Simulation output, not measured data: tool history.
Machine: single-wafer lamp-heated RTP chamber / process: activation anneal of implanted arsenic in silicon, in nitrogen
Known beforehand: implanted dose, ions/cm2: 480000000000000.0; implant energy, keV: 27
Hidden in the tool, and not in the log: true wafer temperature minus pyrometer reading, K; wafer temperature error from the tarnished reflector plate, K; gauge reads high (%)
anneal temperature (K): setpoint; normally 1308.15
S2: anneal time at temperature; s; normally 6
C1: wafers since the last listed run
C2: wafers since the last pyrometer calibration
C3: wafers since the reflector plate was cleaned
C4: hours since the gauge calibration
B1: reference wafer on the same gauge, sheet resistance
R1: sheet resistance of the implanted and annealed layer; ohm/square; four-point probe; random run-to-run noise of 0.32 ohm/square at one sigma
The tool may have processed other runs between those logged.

run 1 day=0.000 | anneal_temperature_(K)=1308.15 S2=6 | C1=0 C2=1602 C3=1602 C4=684.2 | B1=197.98 | R1=209.69
run 2 day=4.704 | anneal_temperature_(K)=1308.15 S2=6 | C1=3233 C2=4835 C3=4835 C4=797.1 | B1=198.00 | R1=210.40
run 3 day=6.033 | anneal_temperature_(K)=1308.15 S2=6 | C1=913 C2=5749 C3=5749 C4=829.0 | B1=198.10 | R1=209.76
run 4 day=7.996 | anneal_temperature_(K)=1308.15 S2=6 | C1=1348 C2=7098 C3=7098 C4=876.1 | B1=197.99 | R1=209.91
run 5 day=10.025 | anneal_temperature_(K)=1308.15 S2=6 | C1=1394 C2=8492 C3=8492 C4=924.8 | B1=197.95 | R1=209.57
-- day=11.217 pyrometer window cleaned and pyrometer calibrated
run 6 day=12.888 | anneal_temperature_(K)=1308.15 S2=6 | C1=1738 C2=1146 C3=10231 C4=993.5 | B1=197.94 | R1=210.65
run 7 day=15.121 | anneal_temperature_(K)=1308.15 S2=6 | C1=1534 C2=2681 C3=11766 C4=1047.1 | B1=197.96 | R1=210.24
run 8 day=16.646 | anneal_temperature_(K)=1308.15 S2=6 | C1=1048 C2=3730 C3=12814 C4=1083.7 | B1=197.94 | R1=209.84
-- day=18.492 reflector plate cleaned
run 9 day=18.875 | anneal_temperature_(K)=1308.15 S2=6 | C1=1302 C2=5033 C3=263 C4=1137.2 | B1=197.84 | R1=209.74
run 10 day=21.812 | anneal_temperature_(K)=1308.15 S2=6 | C1=2018 C2=7052 C3=2281 C4=1207.7 | B1=198.11 | R1=209.73
run 11 day=23.133 | anneal_temperature_(K)=1308.15 S2=6 | C1=907 C2=7959 C3=3189 C4=1239.4 | B1=197.94 | R1=209.23
-- day=24.279 pyrometer window cleaned and pyrometer calibrated
run 12 day=25.108 | anneal_temperature_(K)=1324.15 S2=6 | C1=1128 C2=568 C3=4318 C4=1286.8 | B1=197.94 | R1=209.61
run 13 day=26.404 | anneal_temperature_(K)=1324.15 S2=6 | C1=890 C2=1459 C3=5208 C4=1317.9 | B1=198.00 | R1=208.53
run 14 day=27.571 | anneal_temperature_(K)=1324.15 S2=6 | C1=801 C2=2261 C3=6010 C4=1345.9 | B1=198.02 | R1=209.20
-- day=28.675 gauge calibrated
run 15 day=29.371 | anneal_temperature_(K)=1329.15 S2=3 | C1=1237 C2=3498 C3=7247 C4=16.7 | B1=197.98 | R1=211.27
run 16 day=31.038 | anneal_temperature_(K)=1308.15 S2=7 | C1=1145 C2=4643 C3=8393 C4=56.7 | B1=198.13 | R1=209.03
run 17 day=32.433 | anneal_temperature_(K)=1308.15 S2=7 | C1=959 C2=5603 C3=9352 C4=90.2 | B1=198.05 | R1=209.64
run 18 day=35.079 | anneal_temperature_(K)=1308.15 S2=6 | C1=1818 C2=7421 C3=11170 C4=153.7 | B1=197.97 | R1=209.39
-- day=36.267 pyrometer window cleaned and pyrometer calibrated
-- day=39.254 reflector plate cleaned
run 19 day=44.021 | anneal_temperature_(K)=1286.15 S2=5 | C1=5687 C2=5100 C3=3277 C4=368.3 | B1=198.04 | R1=212.82
run 20 day=45.821 | anneal_temperature_(K)=1316.15 S2=4 | C1=1237 C2=6337 C3=4514 C4=411.5 | B1=198.18 | R1=210.83
run 21 day=47.496 | anneal_temperature_(K)=1308.15 S2=6 | C1=1151 C2=7488 C3=5665 C4=451.7 | B1=198.02 | R1=209.41
run 22 day=48.925 | anneal_temperature_(K)=1279.15 S2=7 | C1=982 C2=8470 C3=6648 C4=486.0 | B1=197.97 | R1=211.94
run 23 day=50.038 | anneal_temperature_(K)=1335.15 S2=9 | C1=764 C2=9235 C3=7412 C4=512.7 | B1=197.96 | R1=204.39
-- day=51.862 pyrometer window cleaned and pyrometer calibrated
run 24 day=51.883 | anneal_temperature_(K)=1308.15 S2=6 | C1=1039 C2=12 C3=8452 C4=557.0 | B1=198.18 | R1=210.67
run 25 day=52.642 | anneal_temperature_(K)=1308.15 S2=8 | C1=521 C2=534 C3=8973 C4=575.2 | B1=198.08 | R1=209.05
run 26 day=54.262 | anneal_temperature_(K)=1281.15 S2=7 | C1=1113 C2=1648 C3=10087 C4=614.1 | B1=197.97 | R1=213.02
run 27 day=56.004 | anneal_temperature_(K)=1308.15 S2=6 | C1=1197 C2=2845 C3=11284 C4=655.9 | B1=197.97 | R1=210.66
run 28 day=57.342 | anneal_temperature_(K)=1320.15 S2=4 | C1=919 C2=3764 C3=12203 C4=688.0 | B1=198.05 | R1=210.51
run 29 day=58.708 | anneal_temperature_(K)=1317.15 S2=7 | C1=939 C2=4703 C3=13143 C4=720.8 | B1=197.91 | R1=208.74
-- day=60.296 reflector plate cleaned
run 30 day=61.458 | anneal_temperature_(K)=1316.15 S2=8 | C1=1660 C2=6364 C3=798 C4=786.8 | B1=197.97 | R1=207.43
run 31 day=63.575 | anneal_temperature_(K)=1336.15 S2=8 | C1=1454 C2=7819 C3=2253 C4=837.6 | B1=198.07 | R1=204.98
-- day=63.946 pyrometer window cleaned and pyrometer calibrated
run 32 day=64.592 | anneal_temperature_(K)=1308.15 S2=3 | C1=469 C2=442 C3=2723 C4=862.0 | B1=197.83 | R1=213.87
run 33 day=67.488 | anneal_temperature_(K)=1335.15 S2=9 | C1=1990 C2=2433 C3=4713 C4=931.5 | B1=197.98 | R1=205.66
run 34 day=68.500 | anneal_temperature_(K)=1300.15 S2=7 | C1=695 C2=3129 C3=5409 C4=955.8 | B1=197.94 | R1=210.36
run 35 day=70.129 | anneal_temperature_(K)=1327.15 S2=6 | C1=1119 C2=4248 C3=6529 C4=994.9 | B1=198.02 | R1=208.31

What if the next run were any one of these 3? Each begins from the tool's condition after run 35:
run A day=70.146 | anneal_temperature_(K)=1308.15 S2=6 | C1=11 C2=4260 C3=6540 C4=995.3 | B1=? | R1=?
run B day=70.146 | anneal_temperature_(K)=1295.15 S2=8 | C1=11 C2=4260 C3=6540 C4=995.3 | B1=? | R1=?
run C day=70.146 | anneal_temperature_(K)=1280.15 S2=3 | C1=11 C2=4260 C3=6540 C4=995.3 | B1=? | R1=?

run=A B1=198.01 R1=210.16
run=B B1=198.01 R1=210.13
run=C B1=198.01 R1=215.22
Take away the tool's hidden state, keep each run's random variation, and the runs would have read:
run=A R1=210.74
run=B R1=210.70
run=C R1=215.47
